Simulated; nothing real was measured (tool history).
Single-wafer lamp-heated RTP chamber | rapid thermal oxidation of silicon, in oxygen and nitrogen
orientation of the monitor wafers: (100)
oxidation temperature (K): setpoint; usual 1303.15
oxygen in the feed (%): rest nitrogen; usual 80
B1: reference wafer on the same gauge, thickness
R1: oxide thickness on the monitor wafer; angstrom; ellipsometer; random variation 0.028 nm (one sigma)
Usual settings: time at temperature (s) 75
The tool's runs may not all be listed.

{"run": 1, "hour": 0.0, "oxidation temperature (K)": 1303.15, "time at temperature (s)": 75, "oxygen in the feed (%)": 80, "B1": 6.693, "R1": 72.19}
{"run": 2, "hour": 16.0, "oxidation temperature (K)": 1303.15, "time at temperature (s)": 75, "oxygen in the feed (%)": 80, "B1": 6.707, "R1": 72.01}
{"run": 3, "hour": 46.2, "oxidation temperature (K)": 1303.15, "time at temperature (s)": 75, "oxygen in the feed (%)": 80, "B1": 6.701, "R1": 71.91}
{"run": 4, "hour": 63.5, "oxidation temperature (K)": 1303.15, "time at temperature (s)": 75, "oxygen in the feed (%)": 80, "B1": 6.693, "R1": 72.24}
{"run": 5, "hour": 97.9, "oxidation temperature (K)": 1291.15, "time at temperature (s)": 75, "oxygen in the feed (%)": 80, "B1": 6.695, "R1": 66.21}
{"run": 6, "hour": 130.0, "oxidation temperature (K)": 1291.15, "time at temperature (s)": 75, "oxygen in the feed (%)": 80, "B1": 6.689, "R1": 66.15}
{"run": 7, "hour": 142.7, "oxidation temperature (K)": 1291.15, "time at temperature (s)": 75, "oxygen in the feed (%)": 80, "B1": 6.707, "R1": 65.82}
{"run": 8, "hour": 174.6, "oxidation temperature (K)": 1303.15, "time at temperature (s)": 75, "oxygen in the feed (%)": 80, "B1": 6.703, "R1": 71.22}
{"run": 9, "hour": 193.1, "oxidation temperature (K)": 1303.15, "time at temperature (s)": 75, "oxygen in the feed (%)": 80, "B1": 6.693, "R1": 71.48}
{"run": 10, "hour": 227.5, "oxidation temperature (K)": 1295.15, "time at temperature (s)": 75, "oxygen in the feed (%)": 80, "B1": 6.708, "R1": 67.88}
{"hour": 281.5, "done": "gauge calibrated"}
{"run": 11, "hour": 299.6, "oxidation temperature (K)": 1295.15, "time at temperature (s)": 75, "oxygen in the feed (%)": 80, "B1": 6.711, "R1": 67.63}
{"run": 12, "hour": 322.1, "oxidation temperature (K)": 1303.15, "time at temperature (s)": 75, "oxygen in the feed (%)": 62, "B1": 6.696, "R1": 65.62}
{"run": 13, "hour": 347.9, "oxidation temperature (K)": 1303.15, "time at temperature (s)": 75, "oxygen in the feed (%)": 80, "B1": 6.705, "R1": 71.68}
{"hour": 367.8, "done": "oxygen flow controller replaced"}
{"run": 14, "hour": 372.4, "oxidation temperature (K)": 1303.15, "time at temperature (s)": 61, "oxygen in the feed (%)": 80, "B1": 6.693, "R1": 65.89}
{"run": 15, "hour": 393.5, "oxidation temperature (K)": 1303.15, "time at temperature (s)": 61, "oxygen in the feed (%)": 80, "B1": 6.704, "R1": 65.96}
{"run": 16, "hour": 422.5, "oxidation temperature (K)": 1303.15, "time at temperature (s)": 61, "oxygen in the feed (%)": 80, "B1": 6.708, "R1": 65.29}
{"run": 17, "hour": 456.1, "oxidation temperature (K)": 1323.15, "time at temperature (s)": 75, "oxygen in the feed (%)": 80, "B1": 6.7, "R1": 83.06}
{"run": 18, "hour": 477.2, "oxidation temperature (K)": 1293.15, "time at temperature (s)": 41, "oxygen in the feed (%)": 80, "B1": 6.7, "R1": 51.59}
{"hour": 496.3, "done": "pyrometer window cleaned and pyrometer calibrated"}
{"run": 19, "hour": 496.8, "oxidation temperature (K)": 1279.15, "time at temperature (s)": 87, "oxygen in the feed (%)": 80, "B1": 6.698, "R1": 64.38}
{"run": 20, "hour": 520.2, "oxidation temperature (K)": 1303.15, "time at temperature (s)": 89, "oxygen in the feed (%)": 60, "B1": 6.693, "R1": 70.37}
{"run": 21, "hour": 534.2, "oxidation temperature (K)": 1303.15, "time at temperature (s)": 75, "oxygen in the feed (%)": 72, "B1": 6.697, "R1": 69.3}
{"run": 22, "hour": 568.7, "oxidation temperature (K)": 1295.15, "time at temperature (s)": 75, "oxygen in the feed (%)": 80, "B1": 6.702, "R1": 67.95}
{"run": 23, "hour": 594.8, "oxidation temperature (K)": 1303.15, "time at temperature (s)": 75, "oxygen in the feed (%)": 80, "B1": 6.705, "R1": 71.81}
{"run": 24, "hour": 627.4, "oxidation temperature (K)": 1326.15, "time at temperature (s)": 75, "oxygen in the feed (%)": 98, "B1": 6.706, "R1": 90.26}
{"run": 25, "hour": 641.4, "oxidation temperature (K)": 1303.15, "time at temperature (s)": 60, "oxygen in the feed (%)": 80, "B1": 6.693, "R1": 64.97}
{"run": 26, "hour": 663.3, "oxidation temperature (K)": 1303.15, "time at temperature (s)": 75, "oxygen in the feed (%)": 80, "B1": 6.703, "R1": 72.02}
{"run": 27, "hour": 696.3, "oxidation temperature (K)": 1319.15, "time at temperature (s)": 61, "oxygen in the feed (%)": 94, "B1": 6.701, "R1": 77.37}
{"run": 28, "hour": 722.6, "oxidation temperature (K)": 1303.15, "time at temperature (s)": 75, "oxygen in the feed (%)": 91, "B1": 6.696, "R1": 75.73}

Run 29 comes next. What will it give?
{"run": 29, "hour": 741.3, "oxidation temperature (K)": 1303.15, "time at temperature (s)": 85, "oxygen in the feed (%)": 98, "B1": "?", "R1": "?"}

Run 29 gave B1 6.701, R1 81.97 angstrom.
Without the tool's hidden state the same run would have given R1 81.97 angstrom.
